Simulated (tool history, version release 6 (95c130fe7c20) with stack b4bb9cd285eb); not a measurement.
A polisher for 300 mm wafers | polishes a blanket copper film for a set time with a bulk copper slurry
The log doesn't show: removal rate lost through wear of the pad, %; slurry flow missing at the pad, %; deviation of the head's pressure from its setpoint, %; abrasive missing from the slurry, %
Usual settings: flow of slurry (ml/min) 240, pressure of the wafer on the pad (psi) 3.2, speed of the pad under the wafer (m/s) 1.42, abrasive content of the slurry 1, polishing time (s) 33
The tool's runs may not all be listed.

run	hour	flow of slurry (ml/min)	pressure of the wafer on the pad (psi)	speed of the pad under the wafer (m/s)	abrasive content of the slurry	polishing time (s)	wafers since the last listed run	wafers polished on this pad	hours since the slurry nozzle was cleaned	hours since the head pressure was calibrated	hours since the slurry blender was calibrated	incoming thickness of the incoming film, nm	film removed (nm)
1	0	240	3.2	1.42	1	33	0	2940	435.4	384.2	555.9	4020.4	506.7
# hour 30: slurry blender recalibrated
2	32.3	240	3.2	1.42	1	33	447	3388	467.7	416.5	2.3	4026.4	505.5
3	74.8	240	3.2	1.42	1	33	627	4016	510.2	459	44.8	3970.6	493.5
# hour 114.9: slurry nozzle cleaned
# hour 130.1: head pressure recalibrated
4	142.6	240	3.2	1.42	1	33	957	4973	27.7	12.5	112.6	3978.5	578
5	213.4	240	3.2	1.42	1	33	1045	6019	98.5	83.3	183.4	4035.4	544
6	275.8	240	3.2	1.42	1	33	921	6940	160.9	145.7	245.8	4064.9	527.3
7	345.4	185	3.2	1.42	1	26	1027	7968	230.5	215.3	315.4	4036.6	382.2
# hour 392.6: worn pad replaced by a new one
8	413.9	240	3.2	1.58	0.8	33	952	314	299	283.8	383.9	4039	545.5
9	449.3	240	3.2	1.42	1	33	522	836	334.4	319.2	419.3	3995.8	522.4
10	498.3	175	4.2	0.96	1.15	33	723	1560	383.4	368.2	468.3	4072	429.1
11	534.7	240	3.2	1.42	1	33	537	2098	419.8	404.6	504.7	3965.2	521.6
# hour 573.6: slurry nozzle cleaned
# hour 588.1: slurry blender recalibrated
12	603.8	240	3.2	1.28	1	25	976	3074	30.2	473.7	15.7	3984.7	351
# hour 621.2: head pressure recalibrated
13	674	265	2.2	1.6	1.1	33	1007	4081	100.4	52.8	85.9	4003.5	483.6
14	706.3	240	3.2	1.42	1	33	477	4559	132.7	85.1	118.2	3999.5	540
15	878.5	165	3.2	0.98	1.15	33	2543	7102	304.9	257.3	290.4	3975.7	353.9
16	937.1	240	2.7	1.42	1	33	865	7967	363.5	315.9	349	4001.1	459.8
# hour 952.8: worn pad replaced by a new one
17	962.6	240	3.2	1.42	1	33	317	145	389	341.4	374.5	3978.4	516.5
18	1032.4	305	3.2	1.42	1	33	1030	1176	458.8	411.2	444.3	4071	533.2
# hour 1074.4: slurry nozzle cleaned
# hour 1083.1: head pressure recalibrated
19	1085.3	240	3.2	1.06	1	33	737	1913	10.9	2.2	497.2	3982.5	408.9
20	1117.2	280	4.1	1.42	1	33	471	2384	42.8	34.1	529.1	3968.6	683
# hour 1121.5: slurry blender recalibrated
21	1183.3	240	3.2	1.42	1	33	946	3331	108.9	100.2	61.8	3962.8	531.4
22	1369.2	240	2.7	0.96	1	33	2745	6076	294.8	286.1	247.7	4020.2	303.5
# hour 1428.8: worn pad replaced by a new one
23	1429.3	190	2.2	1.8	1.3	33	828	8	354.9	346.2	307.8	3990.7	502.1
24	1481.7	240	3.2	1.42	1	33	773	781	407.3	398.6	360.2	4022.9	514.7
25	1547.5	240	3.2	1.42	1	33	971	1753	473.1	464.4	426	4057.8	508.2
# hour 1564: slurry nozzle cleaned
26	1577.1	210	3.2	1.18	1.2	29	422	2176	13.1	494	455.6	3988.4	373.6
# hour 1595.6: head pressure recalibrated
27	1626.6	165	3.2	1.42	1	24	701	2877	62.6	31	505.1	4032.7	383.9
28	1652.6	285	2.6	1.82	1	37	384	3261	88.6	57	531.1	4010.5	661.9
29	1686.4	240	3.2	1.42	1	23	499	3761	122.4	90.8	564.9	4001.3	376.8
# hour 1696.3: slurry blender recalibrated
30	1722.8	195	3.9	1.14	1	41	508	4269	158.8	127.2	26.5	3996.5	624.8
31	1767.9	240	3.2	1.42	1	33	666	4935	203.9	172.3	71.6	3975.9	523.2

Hidden state or all else? Some run-to-run changes of film removed (nm), split into what the settings, what came in and random variation would give without the hidden state, and what is left for the hidden state (with any gauge scatter that isn't in both results):
Run 3 -> 4: slurry nozzle cleaned, head pressure recalibrated. film removed (nm) +84.5: hidden state +57.4, all else +27.1.
Run 18 -> 19: flow of slurry (ml/min) 305 -> 240, speed of the pad under the wafer (m/s) 1.42 -> 1.06, slurry nozzle cleaned, head pressure recalibrated. film removed (nm) -124.3: hidden state +53, all else -177.3.
Run 19 -> 20: flow of slurry (ml/min) 240 -> 280, pressure of the wafer on the pad (psi) 3.2 -> 4.1, speed of the pad under the wafer (m/s) 1.06 -> 1.42. film removed (nm) +274.1: hidden state -14.4, all else +288.5.
Run 26 -> 27: flow of slurry (ml/min) 210 -> 165, speed of the pad under the wafer (m/s) 1.18 -> 1.42, abrasive content of the slurry 1.2 -> 1, polishing time (s) 29 -> 24, head pressure recalibrated. film removed (nm) +10.3: hidden state +39.1, all else -28.8.
Run 27 -> 28: flow of slurry (ml/min) 165 -> 285, pressure of the wafer on the pad (psi) 3.2 -> 2.6, speed of the pad under the wafer (m/s) 1.42 -> 1.82, polishing time (s) 24 -> 37. film removed (nm) +278: hidden state -11.3, all else +289.3.
Run 28 -> 29: flow of slurry (ml/min) 285 -> 240, pressure of the wafer on the pad (psi) 2.6 -> 3.2, speed of the pad under the wafer (m/s) 1.82 -> 1.42, polishing time (s) 37 -> 23. film removed (nm) -285.1: hidden state +1.5, all else -286.6.
